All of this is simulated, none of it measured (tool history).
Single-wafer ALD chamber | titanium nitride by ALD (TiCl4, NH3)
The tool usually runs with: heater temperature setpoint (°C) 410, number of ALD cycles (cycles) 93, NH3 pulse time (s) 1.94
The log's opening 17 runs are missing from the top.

run   hour  heater temperature setpoint (°C)  number of ALD cycles (cycles)  NH3 pulse time (s)  wafers since the last listed run  hours since the last thermocouple change  hours since the showerhead was replaced  hours since the gauge calibration  read-back reference wafer on the same gauge, thickness_nm  mean film thickness on the monitor wafer (angstrom)
 18  488.7                               423                             93                1.94                                90                                    1251.9                                   6968.6                                 82                                                      2.043                                                19.44
     503.4  -- thermocouple changed; heater temperature recalibrated
 19  503.9                               401                             93                2.71                                23                                       0.5                                   6983.8                               97.2                                                      2.042                                                19.54
       515  -- showerhead replaced
 20    536                               404                             75                1.94                                79                                      32.6                                       21                              129.3                                                      2.044                                                15.62
 21  569.5                               400                             93                1.94                               109                                      66.1                                     54.5                              162.8                                                      2.043                                                19.35
 22  594.4                               423                            106                1.94                                81                                        91                                     79.4                              187.7                                                      2.051                                                22.21
 23  614.7                               419                             83                1.51                                66                                     111.3                                     99.7                                208                                                       2.05                                                17.24
 24  645.4                               424                             81                2.46                               100                                       142                                    130.4                              238.7                                                      2.052                                                17.09
 25  659.3                               410                             93                1.94                                45                                     155.9                                    144.3                              252.6                                                      2.049                                                19.41
 26  673.2                               410                             93                1.18                                45                                     169.8                                    158.2                              266.5                                                      2.055                                                19.14
 27  704.2                               410                             98                1.94                               101                                     200.8                                    189.2                              297.5                                                      2.056                                                20.48
 28  720.4                               424                             93                1.47                                53                                       217                                    205.4                              313.7                                                      2.055                                                19.41
 29  751.8                               410                             93                2.48                               102                                     248.4                                    236.8                              345.1                                                      2.059                                                19.62
 30  770.7                               410                             93                1.94                                61                                     267.3                                    255.7                                364                                                      2.059                                                19.54
 31  795.6                               410                             78                1.94                                81                                     292.2                                    280.6                              388.9                                                      2.062                                                16.41
 32  833.6                               410                             93                1.94                               124                                     330.2                                    318.6                              426.9                                                      2.064                                                19.57

Predict each of these 3 candidate next runs independently; none follows another, all start after run 32:
  A  834.2                               410                             93                 1.5                                 1                                     330.8                                    319.2                              427.5                                                          ?                                                    ?
  B  834.2                               397                             82                1.17                                 1                                     330.8                                    319.2                              427.5                                                          ?                                                    ?
  C  834.2                               410                            109                2.65                                 1                                     330.8                                    319.2                              427.5                                                          ?                                                    ?

run  read-back reference wafer on the same gauge, thickness_nm  mean film thickness on the monitor wafer (angstrom)
  A                                                      2.065                                                19.39
  B                                                      2.065                                                16.71
  C                                                      2.065                                                23.15
Without the tool's unlogged condition, the same runs would have read:
run  mean film thickness on the monitor wafer (angstrom)
  A                                                19.17
  B                                                16.52
  C                                                22.88

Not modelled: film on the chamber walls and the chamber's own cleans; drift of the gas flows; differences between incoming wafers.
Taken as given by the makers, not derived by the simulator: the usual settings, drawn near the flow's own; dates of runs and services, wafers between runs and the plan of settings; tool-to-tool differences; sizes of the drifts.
